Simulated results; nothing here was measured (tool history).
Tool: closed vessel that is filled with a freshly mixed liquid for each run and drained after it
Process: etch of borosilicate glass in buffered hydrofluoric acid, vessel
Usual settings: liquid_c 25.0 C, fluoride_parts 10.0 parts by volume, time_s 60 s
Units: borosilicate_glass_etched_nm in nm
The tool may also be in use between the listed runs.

run      day  liquid_c  fluoride_parts  time_s  read-back film thickness of the borosilicate glass reference wafer, read on the same gauge (nm)  borosilicate_glass_etched_nm
  1    0.000      25.0            10.0      60                                                                                            60.02                         82.28
  2    4.138      25.0            10.0      60                                                                                            59.99                         81.30
       8.171  -- hydrofluoric acid flow meter replaced
  3   16.408      25.0            10.0      35                                                                                            60.01                         48.78
  4   19.654      25.0            10.0      35                                                                                            59.99                         48.93
  5   21.833      25.0            10.0      60                                                                                            59.99                         84.20
  6   24.042      25.0            10.0      60                                                                                            59.99                         84.69
  7   29.754      25.0            10.0      60                                                                                            60.00                         84.79
      32.667  -- hydrofluoric acid flow meter replaced
      33.171  -- thermometer replaced
  8   33.192      25.0            10.0      60                                                                                            59.99                         79.39
      43.650  -- gauge calibrated
  9   44.558      25.0            10.0      60                                                                                            60.00                         80.10
 10   48.154      25.0             8.5      60                                                                                            60.03                         91.49
 11   50.367      25.0            10.0      75                                                                                            60.03                        103.58
 12   54.254      25.0            10.0      75                                                                                            59.99                        101.27
 13   55.821      25.0            10.0      75                                                                                            60.00                        101.56
 14   57.538      25.0            10.0      60                                                                                            59.98                         82.85
      58.571  -- hydrofluoric acid flow meter replaced
 15   61.812      25.0            10.0      40                                                                                            59.99                         54.72
 16   63.671      25.0             9.0      85                                                                                            60.01                        125.17
 17   67.446      25.0            13.5      75                                                                                            59.95                         77.88
 18   70.346      23.5             8.0      75                                                                                            60.02                        116.86
 19   73.654      28.5            12.0      40                                                                                            59.95                         56.59
 20   77.650      25.0            10.0      60                                                                                            60.06                         84.85
 21   81.167      25.0            10.0      60                                                                                            60.06                         84.07
 22   85.329      27.0            12.0      40                                                                                            59.99                         53.50
      85.575  -- thermometer replaced
      86.938  -- hydrofluoric acid flow meter replaced
 23   89.783      27.5            10.0      60                                                                                            59.98                         91.80
 24   91.979      29.0            12.0      60                                                                                            60.03                         81.72
 25  103.221      25.0            10.0      60                                                                                            59.97                         80.88
 26  107.521      26.5            10.0      70                                                                                            59.98                        102.87

The next listed run, before its measurement:
 27  110.246      25.0            10.0      90                                                                                                ?                             ?

Run 27 gave read-back film thickness of the borosilicate glass reference wafer, read on the same gauge (nm) 59.98, borosilicate_glass_etched_nm 123.55 nm.
Without the tool's hidden state the same run would have given borosilicate_glass_etched_nm 118.86 nm.
